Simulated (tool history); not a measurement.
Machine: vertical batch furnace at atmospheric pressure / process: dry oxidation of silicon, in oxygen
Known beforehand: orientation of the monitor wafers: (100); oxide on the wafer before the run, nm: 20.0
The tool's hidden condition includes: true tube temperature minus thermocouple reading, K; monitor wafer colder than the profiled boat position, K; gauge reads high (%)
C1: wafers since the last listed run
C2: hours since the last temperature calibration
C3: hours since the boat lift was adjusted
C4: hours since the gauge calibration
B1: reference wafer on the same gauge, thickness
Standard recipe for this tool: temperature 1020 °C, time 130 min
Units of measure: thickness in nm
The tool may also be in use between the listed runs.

run 1 hour=0 | temperature=1020 time=130 | C1=0 C2=4117.6 C3=1067.9 C4=590.3 | B1=111.06 | thickness=100.81
run 2 hour=30.2 | temperature=1006 time=95.5 | C1=184 C2=4147.8 C3=1098.1 C4=620.5 | B1=111.04 | thickness=74.32
run 3 hour=112.1 | temperature=1006 time=95.5 | C1=499 C2=4229.7 C3=1180 C4=702.4 | B1=110.94 | thickness=74.64
run 4 hour=153.8 | temperature=1006 time=95.5 | C1=254 C2=4271.4 C3=1221.7 C4=744.1 | B1=110.99 | thickness=73.78
run 5 hour=198.4 | temperature=1007 time=116.5 | C1=272 C2=4316 C3=1266.3 C4=788.7 | B1=111 | thickness=84.57
run 6 hour=256.2 | temperature=1007 time=116.5 | C1=352 C2=4373.8 C3=1324.1 C4=846.5 | B1=111.04 | thickness=84.3
run 7 hour=319.6 | temperature=1020 time=130 | C1=386 C2=4437.2 C3=1387.5 C4=909.9 | B1=111.08 | thickness=100.52
run 8 hour=380.7 | temperature=1020 time=130 | C1=372 C2=4498.3 C3=1448.6 C4=971 | B1=110.96 | thickness=101.08
run 9 hour=433.2 | temperature=1020 time=130 | C1=320 C2=4550.8 C3=1501.1 C4=1023.5 | B1=110.97 | thickness=100.85
run 10 hour=487 | temperature=1020 time=130 | C1=328 C2=4604.6 C3=1554.9 C4=1077.3 | B1=111 | thickness=100.62
run 11 hour=527.4 | temperature=1020 time=130 | C1=246 C2=4645 C3=1595.3 C4=1117.7 | B1=110.94 | thickness=100.53
run 12 hour=596 | temperature=1020 time=130 | C1=418 C2=4713.6 C3=1663.9 C4=1186.3 | B1=110.92 | thickness=100.36
run 13 hour=666.6 | temperature=1020 time=130 | C1=430 C2=4784.2 C3=1734.5 C4=1256.9 | B1=110.96 | thickness=100.2
run 14 hour=717.9 | temperature=1020 time=110.5 | C1=313 C2=4835.5 C3=1785.8 C4=1308.2 | B1=111.01 | thickness=90.88
run 15 hour=772.7 | temperature=1029 time=84 | C1=334 C2=4890.3 C3=1840.6 C4=1363 | B1=111.02 | thickness=82.47
run 16 hour=832.8 | temperature=1020 time=130 | C1=366 C2=4950.4 C3=1900.7 C4=1423.1 | B1=110.96 | thickness=99.97
-- hour=895.1 thermocouples replaced and temperature profile calibrated
run 17 hour=895.6 | temperature=1036 time=130 | C1=236 C2=0.5 C3=1963.5 C4=1485.9 | B1=110.99 | thickness=114.17
run 18 hour=913.6 | temperature=1031 time=130 | C1=109 C2=18.5 C3=1981.5 C4=1503.9 | B1=110.95 | thickness=109.15
-- hour=958 gauge calibrated
run 19 hour=959.1 | temperature=1027 time=175.5 | C1=277 C2=64 C3=2027 C4=1.1 | B1=110.96 | thickness=128.9
-- hour=1030.6 boat lift adjusted
run 20 hour=1031.1 | temperature=1008 time=130 | C1=292 C2=136 C3=0.5 C4=73.1 | B1=110.99 | thickness=92.89
run 21 hour=1051 | temperature=1020 time=130 | C1=121 C2=155.9 C3=20.4 C4=93 | B1=111.04 | thickness=102.61
run 22 hour=1083.9 | temperature=1004 time=77 | C1=200 C2=188.8 C3=53.3 C4=125.9 | B1=110.94 | thickness=64.81
run 23 hour=1127.3 | temperature=1040 time=149.5 | C1=264 C2=232.2 C3=96.7 C4=169.3 | B1=111.07 | thickness=130.93
run 24 hour=1183.5 | temperature=1002 time=81 | C1=343 C2=288.4 C3=152.9 C4=225.5 | B1=111.05 | thickness=65.63
run 25 hour=1254.9 | temperature=1031 time=76.5 | C1=435 C2=359.8 C3=224.3 C4=296.9 | B1=111.01 | thickness=80.41
run 26 hour=1302.1 | temperature=1020 time=130 | C1=288 C2=407 C3=271.5 C4=344.1 | B1=111.11 | thickness=102.38

4 ways to go on from here, each from the tool as it stands after run 26. What would each give?
run A hour=1308.8 | temperature=1020 time=130 | C1=40 C2=413.7 C3=278.2 C4=350.8 | B1=? | thickness=?
run B hour=1308.8 | temperature=1001 time=183 | C1=40 C2=413.7 C3=278.2 C4=350.8 | B1=? | thickness=?
run C hour=1308.8 | temperature=995 time=179.5 | C1=40 C2=413.7 C3=278.2 C4=350.8 | B1=? | thickness=?
run D hour=1308.8 | temperature=1004 time=69 | C1=40 C2=413.7 C3=278.2 C4=350.8 | B1=? | thickness=?

run=A B1=111.02 thickness=102.19
run=B B1=111.02 thickness=108.35
run=C B1=111.02 thickness=101.81
run=D B1=111.02 thickness=60.89
The same runs, with their run-to-run variation unchanged, on a tool lacking any hidden condition would have given:
run=A thickness=102.8
run=B thickness=109.01
run=C thickness=102.41
run=D thickness=61.24

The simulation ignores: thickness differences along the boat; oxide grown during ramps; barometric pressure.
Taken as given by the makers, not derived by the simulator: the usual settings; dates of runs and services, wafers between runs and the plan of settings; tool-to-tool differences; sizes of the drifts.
